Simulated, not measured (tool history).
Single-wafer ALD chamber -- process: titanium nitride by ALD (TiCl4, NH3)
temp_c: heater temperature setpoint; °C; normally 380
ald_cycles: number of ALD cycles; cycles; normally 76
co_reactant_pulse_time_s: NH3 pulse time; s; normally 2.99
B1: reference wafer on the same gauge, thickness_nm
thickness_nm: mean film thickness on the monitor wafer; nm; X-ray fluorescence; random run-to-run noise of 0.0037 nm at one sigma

{"run": 1, "hour": 0.0, "temp_c": 380, "ald_cycles": 80, "co_reactant_pulse_time_s": 2.99, "B1": 1.669, "thickness_nm": 1.536}
{"hour": 52.2, "done": "gauge calibrated"}
{"run": 2, "hour": 59.2, "temp_c": 380, "ald_cycles": 80, "co_reactant_pulse_time_s": 2.99, "B1": 1.669, "thickness_nm": 1.54}
{"run": 3, "hour": 83.5, "temp_c": 380, "ald_cycles": 76, "co_reactant_pulse_time_s": 2.99, "B1": 1.668, "thickness_nm": 1.461}
{"run": 4, "hour": 117.2, "temp_c": 380, "ald_cycles": 76, "co_reactant_pulse_time_s": 2.99, "B1": 1.67, "thickness_nm": 1.462}
{"run": 5, "hour": 153.7, "temp_c": 380, "ald_cycles": 76, "co_reactant_pulse_time_s": 2.99, "B1": 1.67, "thickness_nm": 1.467}
{"run": 6, "hour": 179.1, "temp_c": 380, "ald_cycles": 76, "co_reactant_pulse_time_s": 2.99, "B1": 1.669, "thickness_nm": 1.464}
{"run": 7, "hour": 234.9, "temp_c": 380, "ald_cycles": 76, "co_reactant_pulse_time_s": 2.99, "B1": 1.669, "thickness_nm": 1.464}
{"run": 8, "hour": 275.5, "temp_c": 380, "ald_cycles": 76, "co_reactant_pulse_time_s": 2.99, "B1": 1.67, "thickness_nm": 1.463}
{"run": 9, "hour": 331.5, "temp_c": 380, "ald_cycles": 76, "co_reactant_pulse_time_s": 2.99, "B1": 1.67, "thickness_nm": 1.467}
{"run": 10, "hour": 386.4, "temp_c": 376, "ald_cycles": 76, "co_reactant_pulse_time_s": 2.99, "B1": 1.67, "thickness_nm": 1.462}
{"run": 11, "hour": 427.0, "temp_c": 380, "ald_cycles": 76, "co_reactant_pulse_time_s": 2.99, "B1": 1.67, "thickness_nm": 1.461}
{"run": 12, "hour": 498.3, "temp_c": 380, "ald_cycles": 76, "co_reactant_pulse_time_s": 2.99, "B1": 1.67, "thickness_nm": 1.463}
{"run": 13, "hour": 549.5, "temp_c": 380, "ald_cycles": 76, "co_reactant_pulse_time_s": 2.99, "B1": 1.671, "thickness_nm": 1.463}
{"run": 14, "hour": 597.5, "temp_c": 380, "ald_cycles": 70, "co_reactant_pulse_time_s": 2.99, "B1": 1.672, "thickness_nm": 1.346}
{"run": 15, "hour": 655.5, "temp_c": 380, "ald_cycles": 70, "co_reactant_pulse_time_s": 2.99, "B1": 1.668, "thickness_nm": 1.352}
{"run": 16, "hour": 846.3, "temp_c": 380, "ald_cycles": 70, "co_reactant_pulse_time_s": 2.99, "B1": 1.671, "thickness_nm": 1.346}
{"hour": 908.7, "done": "showerhead replaced"}
{"run": 17, "hour": 942.2, "temp_c": 380, "ald_cycles": 76, "co_reactant_pulse_time_s": 4.08, "B1": 1.67, "thickness_nm": 1.479}
{"run": 18, "hour": 1005.2, "temp_c": 368, "ald_cycles": 91, "co_reactant_pulse_time_s": 2.49, "B1": 1.669, "thickness_nm": 1.7}
{"run": 19, "hour": 1068.3, "temp_c": 380, "ald_cycles": 76, "co_reactant_pulse_time_s": 2.99, "B1": 1.67, "thickness_nm": 1.47}
{"run": 20, "hour": 1127.8, "temp_c": 380, "ald_cycles": 76, "co_reactant_pulse_time_s": 2.99, "B1": 1.669, "thickness_nm": 1.465}
{"run": 21, "hour": 1166.4, "temp_c": 380, "ald_cycles": 84, "co_reactant_pulse_time_s": 3.43, "B1": 1.669, "thickness_nm": 1.636}
{"run": 22, "hour": 1194.4, "temp_c": 371, "ald_cycles": 76, "co_reactant_pulse_time_s": 2.99, "B1": 1.67, "thickness_nm": 1.447}
{"run": 23, "hour": 1248.5, "temp_c": 375, "ald_cycles": 87, "co_reactant_pulse_time_s": 4.02, "B1": 1.67, "thickness_nm": 1.696}
{"hour": 1282.6, "done": "thermocouple changed; heater temperature recalibrated"}
{"run": 24, "hour": 1313.2, "temp_c": 387, "ald_cycles": 87, "co_reactant_pulse_time_s": 3.36, "B1": 1.672, "thickness_nm": 1.692}
{"hour": 1341.8, "done": "gauge calibrated"}
{"run": 25, "hour": 1377.4, "temp_c": 380, "ald_cycles": 76, "co_reactant_pulse_time_s": 2.99, "B1": 1.671, "thickness_nm": 1.46}
{"run": 26, "hour": 1591.0, "temp_c": 380, "ald_cycles": 76, "co_reactant_pulse_time_s": 2.02, "B1": 1.671, "thickness_nm": 1.422}
{"run": 27, "hour": 1715.9, "temp_c": 372, "ald_cycles": 71, "co_reactant_pulse_time_s": 3.41, "B1": 1.669, "thickness_nm": 1.373}
{"run": 28, "hour": 1822.7, "temp_c": 380, "ald_cycles": 76, "co_reactant_pulse_time_s": 2.99, "B1": 1.669, "thickness_nm": 1.462}
{"run": 29, "hour": 1864.9, "temp_c": 380, "ald_cycles": 76, "co_reactant_pulse_time_s": 2.99, "B1": 1.671, "thickness_nm": 1.462}
{"run": 30, "hour": 1917.6, "temp_c": 380, "ald_cycles": 85, "co_reactant_pulse_time_s": 2.34, "B1": 1.669, "thickness_nm": 1.612}

Expected results for the next run?
{"run": 31, "hour": 1970.3, "temp_c": 387, "ald_cycles": 64, "co_reactant_pulse_time_s": 3.37, "B1": "?", "thickness_nm": "?"}

B1: 1.671
thickness_nm: 1.246 nm
Minus the tool's unlogged condition, the same run would have read thickness_nm 1.246 nm.

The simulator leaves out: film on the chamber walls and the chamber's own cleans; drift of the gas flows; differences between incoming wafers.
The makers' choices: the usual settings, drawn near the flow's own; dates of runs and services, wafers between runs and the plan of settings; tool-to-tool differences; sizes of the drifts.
